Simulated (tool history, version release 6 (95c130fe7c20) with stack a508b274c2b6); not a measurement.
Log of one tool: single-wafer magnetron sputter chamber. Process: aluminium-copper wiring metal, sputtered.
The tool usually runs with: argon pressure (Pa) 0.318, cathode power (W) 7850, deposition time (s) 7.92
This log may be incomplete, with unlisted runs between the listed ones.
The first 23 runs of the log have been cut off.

run   hour  argon pressure (Pa)  cathode power (W)  deposition time (s)  wafers since the last listed run  wafers on the sputter target  hours since the last manometer calibration  hours since the magnet pack was replaced  hours since the gauge calibration  read-back reference wafer on the same gauge, thickness_nm  mean film thickness on the monitor wafer (Å)
 24  284.4                0.318               7850                 7.92                               370                          8766                                          43                                     137.6                              159.3                                                    122.954                                       1022.25
 25    293                0.318               6900                 9.05                               232                          8998                                        51.6                                     146.2                              167.9                                                    122.996                                       1042.85
 26  304.2                0.239               8550                 7.92                               302                          9301                                        62.8                                     157.4                              179.1                                                    123.037                                       1162.97
     314.9  -- sputter target and shields replaced
 27  321.3                0.318               7850                 7.92                               245                           171                                        79.9                                     174.5                              196.2                                                    123.003                                       1040.18
 28  328.2                0.357               9500                 6.76                               186                           358                                        86.8                                     181.4                              203.1                                                    123.012                                       1032.49
 29  338.1                0.318               7850                 7.92                               267                           625                                        96.7                                     191.3                                213                                                    122.978                                       1036.25
 30  349.5                0.193               9550                 7.92                               308                           933                                       108.1                                     202.7                              224.4                                                    123.051                                       1333.45
 31  364.2                0.271               9400                 9.21                               397                          1331                                       122.8                                     217.4                              239.1                                                    122.994                                       1456.68
 32  379.1                0.318               7850                 7.92                               402                          1733                                       137.7                                     232.3                                254                                                    123.018                                       1033.68
 33  387.4                0.318               7850                 7.92                               224                          1957                                         146                                     240.6                              262.3                                                     122.98                                       1032.36
 34  395.2                0.318               7850                 7.92                               210                          2168                                       153.8                                     248.4                              270.1                                                    122.984                                       1030.99
 35  408.3                0.208               7850                 7.92                               353                          2522                                       166.9                                     261.5                              283.2                                                    123.038                                       1102.26
 36  415.7                0.221               7100                 7.92                               199                          2722                                       174.3                                     268.9                              290.6                                                    123.007                                        999.66

Below are 3 alternative next runs, each starting from the tool's condition after run 36. Predict each:
  A  416.1                0.318               7850                 7.41                                10                          2733                                       174.7                                     269.3                                291                                                          ?                                             ?
  B  416.1                0.352               8750                 6.47                                10                          2733                                       174.7                                     269.3                                291                                                          ?                                             ?
  C  416.1                0.209               7850                 6.91                                10                          2733                                       174.7                                     269.3                                291                                                          ?                                             ?

run  read-back reference wafer on the same gauge, thickness_nm  mean film thickness on the monitor wafer (Å)
  A                                                    122.984                                        962.12
  B                                                    122.984                                        907.93
  C                                                    122.984                                        958.67
Without the tool's hidden state the same runs would have given:
run  mean film thickness on the monitor wafer (Å)
  A                                        980.68
  B                                        925.44
  C                                        977.16

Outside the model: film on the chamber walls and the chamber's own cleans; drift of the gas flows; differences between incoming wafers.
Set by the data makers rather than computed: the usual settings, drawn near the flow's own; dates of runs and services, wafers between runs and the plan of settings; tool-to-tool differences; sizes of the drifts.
